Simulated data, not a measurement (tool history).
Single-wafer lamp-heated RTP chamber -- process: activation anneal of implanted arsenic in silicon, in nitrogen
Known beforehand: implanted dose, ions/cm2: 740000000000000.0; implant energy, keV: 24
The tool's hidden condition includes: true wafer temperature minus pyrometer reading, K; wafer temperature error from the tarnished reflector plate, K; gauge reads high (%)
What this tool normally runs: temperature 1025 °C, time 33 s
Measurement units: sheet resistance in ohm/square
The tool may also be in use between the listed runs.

run	hour	temperature	time	wafers since the last listed run	wafers since the last pyrometer calibration	wafers since the reflector plate was cleaned	hours since the gauge calibration	read-back reference wafer on the same gauge, sheet resistance	sheet resistance
1	0	1025	21	0	5972	1400	349.4	130	135.83
# hour 17.1: pyrometer window cleaned and pyrometer calibrated
2	33.8	1025	21	415	268	1815	383.2	130.04	135.38
# hour 39.3: gauge calibrated
3	53.2	1025	21	312	580	2128	13.9	129.97	135.02
4	86.1	1025	33	529	1110	2657	46.8	129.91	132.57
5	99.4	1025	43	214	1324	2871	60.1	129.98	130.79
6	125	1005	24	412	1736	3283	85.7	129.94	136.59
7	143.6	1005	24	299	2035	3583	104.3	129.99	136.42
8	173.1	1005	24	474	2510	4058	133.8	129.94	137.01
9	208.3	1010	33	566	3077	4625	169	129.98	133.96
10	235.2	1010	33	433	3510	5058	195.9	130.01	134.34
# hour 245: reflector plate cleaned
11	264.6	1025	33	344	3855	315	225.3	130.04	132.39
12	286.5	1011	17	352	4207	668	247.2	129.99	138
13	303.2	1025	50	268	4476	936	263.9	129.97	130.02
14	327.4	1055	47	389	4866	1326	288.1	130.04	125.57
15	353.8	1004	38	425	5291	1751	314.5	129.98	134.16
16	377.5	1006	26	381	5672	2133	338.2	130.04	136.4
17	405.4	1025	21	449	6121	2582	366.1	129.93	134.77
# hour 416.2: gauge calibrated
# hour 419.8: pyrometer window cleaned and pyrometer calibrated
18	434.7	1007	15	342	240	2925	18.5	130	139.37
19	467.2	1025	33	523	763	3448	51	130.09	131.9
20	487.3	1015	51	323	1087	3772	71.1	130	130.73
21	514.4	1025	15	436	1523	4208	98.2	129.98	136.97
22	548.1	1025	33	542	2066	4750	131.9	130	131.93
23	579.1	1048	47	499	2565	5250	162.9	130.04	125.95

What if the next run were any one of these 3? Each begins from the tool's condition after run 23:
A	579.5	1025	33	6	2571	5256	163.3	?	?
B	579.5	1012	14	6	2571	5256	163.3	?	?
C	579.5	1044	33	6	2571	5256	163.3	?	?

run	read-back reference wafer on the same gauge, sheet resistance	sheet resistance
A	129.94	131.93
B	129.94	138.87
C	129.94	129.17
With no hidden state in the tool, these same runs would have given:
run	sheet resistance
A	132.89
B	139.8
C	130.17

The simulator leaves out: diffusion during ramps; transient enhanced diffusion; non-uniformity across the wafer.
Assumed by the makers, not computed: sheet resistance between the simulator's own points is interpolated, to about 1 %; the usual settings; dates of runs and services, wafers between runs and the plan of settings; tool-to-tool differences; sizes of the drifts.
